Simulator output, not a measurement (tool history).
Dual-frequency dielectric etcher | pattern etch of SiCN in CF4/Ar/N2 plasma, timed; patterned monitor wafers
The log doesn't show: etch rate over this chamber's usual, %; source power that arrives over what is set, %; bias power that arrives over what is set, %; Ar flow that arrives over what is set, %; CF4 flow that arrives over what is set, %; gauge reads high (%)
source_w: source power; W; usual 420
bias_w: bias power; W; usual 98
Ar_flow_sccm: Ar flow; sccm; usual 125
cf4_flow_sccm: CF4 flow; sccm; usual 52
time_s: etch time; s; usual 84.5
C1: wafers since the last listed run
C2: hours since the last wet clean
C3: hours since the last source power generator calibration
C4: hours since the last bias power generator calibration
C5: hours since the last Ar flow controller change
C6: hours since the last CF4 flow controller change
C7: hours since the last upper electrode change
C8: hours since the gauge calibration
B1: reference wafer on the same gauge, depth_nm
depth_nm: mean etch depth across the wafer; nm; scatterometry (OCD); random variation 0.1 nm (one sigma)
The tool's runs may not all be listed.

run 1 hour=0 | source_w=420 bias_w=98 Ar_flow_sccm=125 cf4_flow_sccm=52 time_s=84.5 | C1=0 C2=410 C3=4846.7 C4=2422.1 C5=5951.1 C6=2861.2 C7=5350 C8=81.4 | B1=76.3 | depth_nm=69.9
run 2 hour=8.8 | source_w=420 bias_w=98 Ar_flow_sccm=125 cf4_flow_sccm=52 time_s=84.5 | C1=59 C2=418.8 C3=4855.5 C4=2430.9 C5=5959.9 C6=2870 C7=5358.8 C8=90.2 | B1=76.3 | depth_nm=69.9
run 3 hour=19.1 | source_w=420 bias_w=98 Ar_flow_sccm=125 cf4_flow_sccm=52 time_s=84.5 | C1=69 C2=429.1 C3=4865.8 C4=2441.2 C5=5970.2 C6=2880.3 C7=5369.1 C8=100.5 | B1=76.3 | depth_nm=70.1
run 4 hour=28.3 | source_w=420 bias_w=98 Ar_flow_sccm=125 cf4_flow_sccm=52 time_s=84.5 | C1=62 C2=438.3 C3=4875 C4=2450.4 C5=5979.4 C6=2889.5 C7=5378.3 C8=109.7 | B1=76.3 | depth_nm=70.1
run 5 hour=43.5 | source_w=420 bias_w=98 Ar_flow_sccm=125 cf4_flow_sccm=52 time_s=68 | C1=102 C2=453.5 C3=4890.2 C4=2465.6 C5=5994.6 C6=2904.7 C7=5393.5 C8=124.9 | B1=76.3 | depth_nm=56.2
run 6 hour=55.8 | source_w=420 bias_w=98 Ar_flow_sccm=125 cf4_flow_sccm=52 time_s=68 | C1=83 C2=465.8 C3=4902.5 C4=2477.9 C5=6006.9 C6=2917 C7=5405.8 C8=137.2 | B1=76.3 | depth_nm=56.5
run 7 hour=74.6 | source_w=420 bias_w=116 Ar_flow_sccm=125 cf4_flow_sccm=52 time_s=84.5 | C1=127 C2=484.6 C3=4921.3 C4=2496.7 C5=6025.7 C6=2935.8 C7=5424.6 C8=156 | B1=76.2 | depth_nm=75.5
-- hour=82 bias power generator calibrated
run 8 hour=92.3 | source_w=420 bias_w=98 Ar_flow_sccm=125 cf4_flow_sccm=52 time_s=84.5 | C1=92 C2=502.3 C3=4939 C4=10.3 C5=6043.4 C6=2953.5 C7=5442.3 C8=173.7 | B1=76.2 | depth_nm=70.2
-- hour=95.6 gauge calibrated
run 9 hour=108.9 | source_w=420 bias_w=98 Ar_flow_sccm=125 cf4_flow_sccm=52 time_s=84.5 | C1=112 C2=518.9 C3=4955.6 C4=26.9 C5=6060 C6=2970.1 C7=5458.9 C8=13.3 | B1=76.3 | depth_nm=70.2
-- hour=140 upper electrode replaced
-- hour=147.6 wet clean of the chamber
-- hour=148.1 CF4 flow controller replaced
-- hour=150.8 Ar flow controller replaced
-- hour=153.3 source power generator calibrated
run 10 hour=153.8 | source_w=420 bias_w=98 Ar_flow_sccm=125 cf4_flow_sccm=52 time_s=84.5 | C1=51 C2=6.2 C3=0.5 C4=71.8 C5=3 C6=5.7 C7=13.8 C8=58.2 | B1=76.3 | depth_nm=69.1
run 11 hour=154.1 | source_w=420 bias_w=98 Ar_flow_sccm=125 cf4_flow_sccm=52 time_s=84.5 | C1=2 C2=6.5 C3=0.8 C4=72.1 C5=3.3 C6=6 C7=14.1 C8=58.5 | B1=76.3 | depth_nm=69.1
run 12 hour=154.5 | source_w=490 bias_w=98 Ar_flow_sccm=114 cf4_flow_sccm=64 time_s=84.5 | C1=2 C2=6.9 C3=1.2 C4=72.5 C5=3.7 C6=6.4 C7=14.5 C8=58.9 | B1=76.2 | depth_nm=85.1
run 13 hour=161.1 | source_w=450 bias_w=98 Ar_flow_sccm=102 cf4_flow_sccm=52 time_s=84.5 | C1=44 C2=13.5 C3=7.8 C4=79.1 C5=10.3 C6=13 C7=21.1 C8=65.5 | B1=76.3 | depth_nm=77.1
run 14 hour=170.6 | source_w=420 bias_w=111 Ar_flow_sccm=125 cf4_flow_sccm=52 time_s=84.5 | C1=64 C2=23 C3=17.3 C4=88.6 C5=19.8 C6=22.5 C7=30.6 C8=75 | B1=76.3 | depth_nm=72.9
run 15 hour=177.8 | source_w=420 bias_w=98 Ar_flow_sccm=125 cf4_flow_sccm=52 time_s=84.5 | C1=48 C2=30.2 C3=24.5 C4=95.8 C5=27 C6=29.7 C7=37.8 C8=82.2 | B1=76.3 | depth_nm=69.1
run 16 hour=190.2 | source_w=420 bias_w=108 Ar_flow_sccm=136 cf4_flow_sccm=52 time_s=84.5 | C1=83 C2=42.6 C3=36.9 C4=108.2 C5=39.4 C6=42.1 C7=50.2 C8=94.6 | B1=76.3 | depth_nm=71.1
run 17 hour=221.3 | source_w=450 bias_w=78 Ar_flow_sccm=125 cf4_flow_sccm=52 time_s=64.5 | C1=210 C2=73.7 C3=68 C4=139.3 C5=70.5 C6=73.2 C7=81.3 C8=125.7 | B1=76.2 | depth_nm=51.2
run 18 hour=228.9 | source_w=420 bias_w=98 Ar_flow_sccm=125 cf4_flow_sccm=52 time_s=84.5 | C1=51 C2=81.3 C3=75.6 C4=146.9 C5=78.1 C6=80.8 C7=88.9 C8=133.3 | B1=76.3 | depth_nm=69.3
run 19 hour=253.1 | source_w=480 bias_w=84 Ar_flow_sccm=152 cf4_flow_sccm=56 time_s=84.5 | C1=163 C2=105.5 C3=99.8 C4=171.1 C5=102.3 C6=105 C7=113.1 C8=157.5 | B1=76.3 | depth_nm=72.3
run 20 hour=259.9 | source_w=420 bias_w=98 Ar_flow_sccm=125 cf4_flow_sccm=52 time_s=84.5 | C1=46 C2=112.3 C3=106.6 C4=177.9 C5=109.1 C6=111.8 C7=119.9 C8=164.3 | B1=76.2 | depth_nm=69.2

Forecast each of these 5 alternatives for the next run:
run A hour=260.3 | source_w=420 bias_w=98 Ar_flow_sccm=125 cf4_flow_sccm=52 time_s=84.5 | C1=2 C2=112.7 C3=107 C4=178.3 C5=109.5 C6=112.2 C7=120.3 C8=164.7 | B1=? | depth_nm=?
run B hour=260.3 | source_w=420 bias_w=98 Ar_flow_sccm=125 cf4_flow_sccm=48 time_s=106 | C1=2 C2=112.7 C3=107 C4=178.3 C5=109.5 C6=112.2 C7=120.3 C8=164.7 | B1=? | depth_nm=?
run C hour=260.3 | source_w=420 bias_w=88 Ar_flow_sccm=104 cf4_flow_sccm=64 time_s=103 | C1=2 C2=112.7 C3=107 C4=178.3 C5=109.5 C6=112.2 C7=120.3 C8=164.7 | B1=? | depth_nm=?
run D hour=260.3 | source_w=510 bias_w=98 Ar_flow_sccm=148 cf4_flow_sccm=52 time_s=84.5 | C1=2 C2=112.7 C3=107 C4=178.3 C5=109.5 C6=112.2 C7=120.3 C8=164.7 | B1=? | depth_nm=?
run E hour=260.3 | source_w=360 bias_w=98 Ar_flow_sccm=125 cf4_flow_sccm=52 time_s=95.5 | C1=2 C2=112.7 C3=107 C4=178.3 C5=109.5 C6=112.2 C7=120.3 C8=164.7 | B1=? | depth_nm=?

run=A B1=76.3 depth_nm=69.3
run=B B1=76.3 depth_nm=85.7
run=C B1=76.3 depth_nm=86.4
run=D B1=76.3 depth_nm=81.8
run=E B1=76.3 depth_nm=66.6
Without the tool's hidden state the same runs would have given:
run=A depth_nm=69
run=B depth_nm=85.4
run=C depth_nm=86.1
run=D depth_nm=81.5
run=E depth_nm=66.3

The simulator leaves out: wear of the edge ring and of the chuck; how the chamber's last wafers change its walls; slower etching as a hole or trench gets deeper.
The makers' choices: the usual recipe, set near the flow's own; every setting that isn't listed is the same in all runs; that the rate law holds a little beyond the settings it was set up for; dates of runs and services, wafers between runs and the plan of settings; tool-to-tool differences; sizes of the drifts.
